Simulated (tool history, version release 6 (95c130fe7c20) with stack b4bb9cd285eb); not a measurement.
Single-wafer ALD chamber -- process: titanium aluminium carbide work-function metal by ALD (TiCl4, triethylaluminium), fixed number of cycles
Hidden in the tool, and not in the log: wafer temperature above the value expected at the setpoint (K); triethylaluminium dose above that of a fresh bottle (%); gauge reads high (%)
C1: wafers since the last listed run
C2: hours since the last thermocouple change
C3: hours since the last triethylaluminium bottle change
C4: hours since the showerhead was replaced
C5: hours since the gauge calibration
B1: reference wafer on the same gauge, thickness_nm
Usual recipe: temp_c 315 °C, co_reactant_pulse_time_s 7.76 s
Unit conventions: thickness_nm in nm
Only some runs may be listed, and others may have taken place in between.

{"run": 1, "hour": 0.0, "temp_c": 315, "co_reactant_pulse_time_s": 7.76, "C1": 0, "C2": 789.6, "C3": 1566.7, "C4": 6166.3, "C5": 719.7, "B1": 2.15, "thickness_nm": 1.687}
{"run": 2, "hour": 46.5, "temp_c": 315, "co_reactant_pulse_time_s": 7.76, "C1": 705, "C2": 836.1, "C3": 1613.2, "C4": 6212.8, "C5": 766.2, "B1": 2.15, "thickness_nm": 1.66}
{"hour": 96.5, "done": "triethylaluminium bottle replaced"}
{"run": 3, "hour": 102.6, "temp_c": 315, "co_reactant_pulse_time_s": 7.76, "C1": 729, "C2": 892.2, "C3": 6.1, "C4": 6268.9, "C5": 822.3, "B1": 2.149, "thickness_nm": 1.832}
{"run": 4, "hour": 159.7, "temp_c": 315, "co_reactant_pulse_time_s": 7.76, "C1": 866, "C2": 949.3, "C3": 63.2, "C4": 6326.0, "C5": 879.4, "B1": 2.149, "thickness_nm": 1.812}
{"run": 5, "hour": 198.1, "temp_c": 321, "co_reactant_pulse_time_s": 7.76, "C1": 582, "C2": 987.7, "C3": 101.6, "C4": 6364.4, "C5": 917.8, "B1": 2.149, "thickness_nm": 1.84}
{"run": 6, "hour": 241.7, "temp_c": 321, "co_reactant_pulse_time_s": 7.76, "C1": 661, "C2": 1031.3, "C3": 145.2, "C4": 6408.0, "C5": 961.4, "B1": 2.151, "thickness_nm": 1.86}
{"run": 7, "hour": 346.5, "temp_c": 304, "co_reactant_pulse_time_s": 7.76, "C1": 1589, "C2": 1136.1, "C3": 250.0, "C4": 6512.8, "C5": 1066.2, "B1": 2.15, "thickness_nm": 1.743}
{"run": 8, "hour": 420.8, "temp_c": 304, "co_reactant_pulse_time_s": 7.76, "C1": 1127, "C2": 1210.4, "C3": 324.3, "C4": 6587.1, "C5": 1140.5, "B1": 2.15, "thickness_nm": 1.716}
{"hour": 436.7, "done": "thermocouple changed; heater temperature recalibrated"}
{"run": 9, "hour": 478.6, "temp_c": 304, "co_reactant_pulse_time_s": 7.76, "C1": 755, "C2": 41.9, "C3": 382.1, "C4": 6644.9, "C5": 1198.3, "B1": 2.152, "thickness_nm": 1.738}
{"run": 10, "hour": 554.4, "temp_c": 315, "co_reactant_pulse_time_s": 7.76, "C1": 1149, "C2": 117.7, "C3": 457.9, "C4": 6720.7, "C5": 1274.1, "B1": 2.151, "thickness_nm": 1.787}
{"run": 11, "hour": 623.1, "temp_c": 323, "co_reactant_pulse_time_s": 7.76, "C1": 1042, "C2": 186.4, "C3": 526.6, "C4": 6789.4, "C5": 1342.8, "B1": 2.151, "thickness_nm": 1.841}
{"run": 12, "hour": 660.4, "temp_c": 323, "co_reactant_pulse_time_s": 7.76, "C1": 565, "C2": 223.7, "C3": 563.9, "C4": 6826.7, "C5": 1380.1, "B1": 2.151, "thickness_nm": 1.844}
{"run": 13, "hour": 734.2, "temp_c": 311, "co_reactant_pulse_time_s": 7.76, "C1": 1119, "C2": 297.5, "C3": 637.7, "C4": 6900.5, "C5": 1453.9, "B1": 2.15, "thickness_nm": 1.752}
{"run": 14, "hour": 809.5, "temp_c": 311, "co_reactant_pulse_time_s": 5.63, "C1": 1142, "C2": 372.8, "C3": 713.0, "C4": 6975.8, "C5": 1529.2, "B1": 2.148, "thickness_nm": 1.623}
{"run": 15, "hour": 897.5, "temp_c": 315, "co_reactant_pulse_time_s": 7.76, "C1": 1335, "C2": 460.8, "C3": 801.0, "C4": 7063.8, "C5": 1617.2, "B1": 2.149, "thickness_nm": 1.762}
{"hour": 1009.4, "done": "showerhead replaced"}
{"run": 16, "hour": 1056.3, "temp_c": 320, "co_reactant_pulse_time_s": 9.24, "C1": 2287, "C2": 619.6, "C3": 959.8, "C4": 46.9, "C5": 1776.0, "B1": 2.151, "thickness_nm": 1.853}
{"run": 17, "hour": 1095.7, "temp_c": 315, "co_reactant_pulse_time_s": 9.0, "C1": 597, "C2": 659.0, "C3": 999.2, "C4": 86.3, "C5": 1815.4, "B1": 2.151, "thickness_nm": 1.781}
{"run": 18, "hour": 1151.8, "temp_c": 315, "co_reactant_pulse_time_s": 5.22, "C1": 851, "C2": 715.1, "C3": 1055.3, "C4": 142.4, "C5": 1871.5, "B1": 2.148, "thickness_nm": 1.585}
{"run": 19, "hour": 1200.6, "temp_c": 301, "co_reactant_pulse_time_s": 5.03, "C1": 740, "C2": 763.9, "C3": 1104.1, "C4": 191.2, "C5": 1920.3, "B1": 2.15, "thickness_nm": 1.48}
{"hour": 1233.4, "done": "gauge calibrated"}
{"run": 20, "hour": 1242.1, "temp_c": 315, "co_reactant_pulse_time_s": 10.22, "C1": 629, "C2": 805.4, "C3": 1145.6, "C4": 232.7, "C5": 8.7, "B1": 2.151, "thickness_nm": 1.846}
{"run": 21, "hour": 1346.7, "temp_c": 324, "co_reactant_pulse_time_s": 9.71, "C1": 1586, "C2": 910.0, "C3": 1250.2, "C4": 337.3, "C5": 113.3, "B1": 2.15, "thickness_nm": 1.855}
{"run": 22, "hour": 1411.5, "temp_c": 315, "co_reactant_pulse_time_s": 5.22, "C1": 983, "C2": 974.8, "C3": 1315.0, "C4": 402.1, "C5": 178.1, "B1": 2.151, "thickness_nm": 1.558}
{"run": 23, "hour": 1474.9, "temp_c": 328, "co_reactant_pulse_time_s": 4.81, "C1": 961, "C2": 1038.2, "C3": 1378.4, "C4": 465.5, "C5": 241.5, "B1": 2.149, "thickness_nm": 1.589}
{"hour": 1516.4, "done": "triethylaluminium bottle replaced"}
{"run": 24, "hour": 1527.7, "temp_c": 322, "co_reactant_pulse_time_s": 8.91, "C1": 679, "C2": 1091.0, "C3": 11.3, "C4": 518.3, "C5": 294.3, "B1": 2.15, "thickness_nm": 1.871}
{"run": 25, "hour": 1618.4, "temp_c": 328, "co_reactant_pulse_time_s": 6.33, "C1": 1376, "C2": 1181.7, "C3": 102.0, "C4": 609.0, "C5": 385.0, "B1": 2.149, "thickness_nm": 1.816}
{"hour": 1652.6, "done": "thermocouple changed; heater temperature recalibrated"}
{"run": 26, "hour": 1667.8, "temp_c": 315, "co_reactant_pulse_time_s": 6.11, "C1": 628, "C2": 15.2, "C3": 151.4, "C4": 658.4, "C5": 434.4, "B1": 2.151, "thickness_nm": 1.724}
{"run": 27, "hour": 1712.0, "temp_c": 308, "co_reactant_pulse_time_s": 6.67, "C1": 670, "C2": 59.4, "C3": 195.6, "C4": 702.6, "C5": 478.6, "B1": 2.148, "thickness_nm": 1.722}
{"run": 28, "hour": 1794.4, "temp_c": 320, "co_reactant_pulse_time_s": 5.05, "C1": 1250, "C2": 141.8, "C3": 278.0, "C4": 785.0, "C5": 561.0, "B1": 2.149, "thickness_nm": 1.673}
{"run": 29, "hour": 1850.2, "temp_c": 323, "co_reactant_pulse_time_s": 7.76, "C1": 846, "C2": 197.6, "C3": 333.8, "C4": 840.8, "C5": 616.8, "B1": 2.15, "thickness_nm": 1.837}
{"run": 30, "hour": 1915.3, "temp_c": 325, "co_reactant_pulse_time_s": 5.53, "C1": 987, "C2": 262.7, "C3": 398.9, "C4": 905.9, "C5": 681.9, "B1": 2.15, "thickness_nm": 1.729}
{"run": 31, "hour": 2004.9, "temp_c": 328, "co_reactant_pulse_time_s": 4.81, "C1": 1359, "C2": 352.3, "C3": 488.5, "C4": 995.5, "C5": 771.5, "B1": 2.148, "thickness_nm": 1.66}
{"run": 32, "hour": 2043.4, "temp_c": 308, "co_reactant_pulse_time_s": 5.41, "C1": 584, "C2": 390.8, "C3": 527.0, "C4": 1034.0, "C5": 810.0, "B1": 2.149, "thickness_nm": 1.601}
{"run": 33, "hour": 2148.7, "temp_c": 315, "co_reactant_pulse_time_s": 8.75, "C1": 1597, "C2": 496.1, "C3": 632.3, "C4": 1139.3, "C5": 915.3, "B1": 2.15, "thickness_nm": 1.801}

Forecast each of these 4 alternatives for the next run:
{"run": "A", "hour": 2149.1, "temp_c": 315, "co_reactant_pulse_time_s": 5.51, "C1": 6, "C2": 496.5, "C3": 632.7, "C4": 1139.7, "C5": 915.7, "B1": "?", "thickness_nm": "?"}
{"run": "B", "hour": 2149.1, "temp_c": 315, "co_reactant_pulse_time_s": 4.8, "C1": 6, "C2": 496.5, "C3": 632.7, "C4": 1139.7, "C5": 915.7, "B1": "?", "thickness_nm": "?"}
{"run": "C", "hour": 2149.1, "temp_c": 326, "co_reactant_pulse_time_s": 10.66, "C1": 6, "C2": 496.5, "C3": 632.7, "C4": 1139.7, "C5": 915.7, "B1": "?", "thickness_nm": "?"}
{"run": "D", "hour": 2149.1, "temp_c": 309, "co_reactant_pulse_time_s": 6.6, "C1": 6, "C2": 496.5, "C3": 632.7, "C4": 1139.7, "C5": 915.7, "B1": "?", "thickness_nm": "?"}

run=A B1=2.151 thickness_nm=1.639
run=B B1=2.151 thickness_nm=1.584
run=C B1=2.151 thickness_nm=1.934
run=D B1=2.151 thickness_nm=1.671
Without the tool's hidden state the same runs would have given:
run=A thickness_nm=1.725
run=B thickness_nm=1.677
run=C thickness_nm=1.978
run=D thickness_nm=1.745

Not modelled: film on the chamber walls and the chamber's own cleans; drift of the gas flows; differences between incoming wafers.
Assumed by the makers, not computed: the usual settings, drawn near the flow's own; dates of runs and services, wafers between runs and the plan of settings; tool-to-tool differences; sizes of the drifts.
